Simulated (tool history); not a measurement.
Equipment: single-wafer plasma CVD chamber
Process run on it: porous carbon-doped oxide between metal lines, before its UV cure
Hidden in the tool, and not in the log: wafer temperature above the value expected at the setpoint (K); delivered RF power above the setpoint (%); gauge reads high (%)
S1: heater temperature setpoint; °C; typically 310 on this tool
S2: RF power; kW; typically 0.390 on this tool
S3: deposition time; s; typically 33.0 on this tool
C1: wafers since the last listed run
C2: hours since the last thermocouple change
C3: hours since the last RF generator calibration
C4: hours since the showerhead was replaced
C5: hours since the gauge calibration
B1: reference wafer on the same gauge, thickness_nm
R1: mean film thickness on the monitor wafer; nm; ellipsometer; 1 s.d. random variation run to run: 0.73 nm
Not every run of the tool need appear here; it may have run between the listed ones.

run	hour	S1	S2	S3	C1	C2	C3	C4	C5	B1	R1
1	0.0	310	0.390	33.0	0	965.4	1587.7	8823.1	293.1	159.019	143.585
2	25.7	310	0.390	33.0	437	991.1	1613.4	8848.8	318.8	159.102	142.056
3	69.4	310	0.410	28.1	744	1034.8	1657.1	8892.5	362.5	159.085	125.837
4	91.8	310	0.435	33.0	381	1057.2	1679.5	8914.9	384.9	158.800	153.388
5	112.1	310	0.390	33.0	345	1077.5	1699.8	8935.2	405.2	158.943	141.328
6	183.1	310	0.390	33.0	1209	1148.5	1770.8	9006.2	476.2	158.936	141.229
7	195.2	310	0.390	33.0	206	1160.6	1782.9	9018.3	488.3	158.870	141.819
8	212.1	321	0.390	33.0	287	1177.5	1799.8	9035.2	505.2	158.804	133.645
9	248.0	310	0.415	33.0	611	1213.4	1835.7	9071.1	541.1	159.070	148.821
# hour 261.2: showerhead replaced
10	268.9	310	0.415	33.0	219	1234.3	1856.6	7.7	562.0	158.949	148.704
11	294.3	310	0.415	33.0	432	1259.7	1882.0	33.1	587.4	159.115	148.294
12	312.9	310	0.390	33.0	316	1278.3	1900.6	51.7	606.0	158.819	140.085
13	347.7	310	0.330	33.0	592	1313.1	1935.4	86.5	640.8	158.894	124.655
14	362.8	310	0.390	33.0	257	1328.2	1950.5	101.6	655.9	158.927	141.476
15	376.7	310	0.390	26.6	236	1342.1	1964.4	115.5	669.8	158.982	114.388
# hour 398.0: gauge calibrated
16	406.1	310	0.350	33.0	500	1371.5	1993.8	144.9	8.1	158.938	129.689
17	448.8	310	0.390	29.8	727	1414.2	2036.5	187.6	50.8	158.769	127.086
18	461.2	304	0.390	37.8	211	1426.6	2048.9	200.0	63.2	158.925	166.528
# hour 492.4: RF generator calibrated
# hour 539.4: thermocouple changed; heater temperature recalibrated
19	555.9	316	0.390	30.1	1340	16.5	63.5	294.7	157.9	159.181	129.049
20	580.9	310	0.390	33.0	425	41.5	88.5	319.7	182.9	158.892	146.532
21	608.5	310	0.430	39.1	470	69.1	116.1	347.3	210.5	159.053	186.819
22	633.3	315	0.355	33.0	422	93.9	140.9	372.1	235.3	158.977	133.013
23	659.5	315	0.430	35.5	446	120.1	167.1	398.3	261.5	159.101	163.969
24	692.0	310	0.390	33.0	553	152.6	199.6	430.8	294.0	159.047	144.772
25	714.4	321	0.330	35.5	381	175.0	222.0	453.2	316.4	158.998	128.435
26	732.7	303	0.450	30.0	311	193.3	240.3	471.5	334.7	159.081	154.069

Each row is a separate what-if for the run after 26, all from the same tool condition, not one after another. Results?
A	733.1	310	0.390	33.0	6	193.7	240.7	471.9	335.1	?	?
B	733.1	318	0.345	37.5	6	193.7	240.7	471.9	335.1	?	?
C	733.1	310	0.450	36.5	6	193.7	240.7	471.9	335.1	?	?
D	733.1	310	0.445	33.0	6	193.7	240.7	471.9	335.1	?	?
E	733.1	318	0.465	28.8	6	193.7	240.7	471.9	335.1	?	?

run	B1	R1
A	159.049	145.687
B	159.049	143.142
C	159.049	178.966
D	159.049	160.892
E	159.049	138.760
Without the tool's unlogged condition, the same runs would have read:
run	R1
A	146.355
B	143.779
C	179.787
D	161.629
E	139.377
